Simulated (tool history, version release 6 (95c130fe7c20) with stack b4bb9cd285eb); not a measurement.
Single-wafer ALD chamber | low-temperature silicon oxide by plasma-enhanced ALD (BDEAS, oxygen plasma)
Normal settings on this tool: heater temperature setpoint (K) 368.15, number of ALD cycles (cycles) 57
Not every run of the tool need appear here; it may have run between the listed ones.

run	hour	heater temperature setpoint (K)	number of ALD cycles (cycles)	read-back reference wafer on the same gauge, thickness_nm	mean film thickness on the monitor wafer (nm)
1	0.0	368.15	63	7.574	8.779
2	30.7	368.15	60	7.546	8.316
3	57.2	368.15	50	7.777	7.113
4	76.0	368.15	50	7.746	7.109
5	112.0	368.15	50	7.747	7.143
6	125.9	374.15	57	7.760	8.021
7	149.1	368.15	57	7.760	8.160
8	184.6	368.15	57	7.760	8.186
9	280.7	368.15	57	7.731	8.124
10	303.9	368.15	57	7.731	8.117
11	337.4	368.15	57	7.755	8.132
12	354.7	368.15	57	7.732	8.061
13	380.7	365.15	48	7.711	6.860
14	460.4	365.15	48	7.680	6.878
15	492.9	365.15	48	7.680	6.828
16	523.0	368.15	57	7.656	8.027
17	545.6	368.15	57	7.668	8.040
18	576.6	368.15	57	7.646	8.079
19	603.8	358.15	46	7.616	6.668
20	625.6	359.15	66	7.598	9.486
21	652.9	368.15	61	7.579	8.538
22	667.8	377.15	51	7.570	6.999
23	680.6	354.15	53	7.566	7.700
24	706.4	368.15	47	7.566	6.573
25	719.4	378.15	57	7.543	7.690
26	739.9	383.15	57	7.712	7.814
27	770.3	368.15	57	7.720	8.088
28	790.7	368.15	57	7.693	7.997
29	812.8	368.15	57	7.738	8.122
30	833.6	361.15	48	7.724	7.025
31	853.2	381.15	57	7.704	7.948
32	878.4	368.15	57	7.682	8.034
33	893.9	368.15	57	7.725	8.016
34	920.8	358.15	53	7.681	7.673
35	934.7	368.15	57	7.703	8.099
36	964.1	380.15	51	7.689	6.969
37	984.5	368.15	57	7.687	8.072

Put back what was entered between runs (3 entries, withheld): which listed runs does each sit between, and how does the hidden state differ from the listed run before to the listed run after?
Run 2 -> run 3: gauge calibrated (hour 53.1)
  gauge reads high (%): -2.5 -> 0.353
  the result without the hidden state subtracted from the measured one, mean film thickness on the monitor wafer (nm): -0.214 -> +0.025
Run 16 -> run 17: thermocouple changed; heater temperature recalibrated (hour 533.9)
  gauge reads high (%): -1.06 -> -1.2
  the result without the hidden state subtracted from the measured one, mean film thickness on the monitor wafer (nm): -0.086 -> -0.098
Run 25 -> run 26: gauge calibrated (hour 738.8)
  gauge reads high (%): -2.49 -> -0.322
  the result without the hidden state subtracted from the measured one, mean film thickness on the monitor wafer (nm): -0.196 -> -0.026
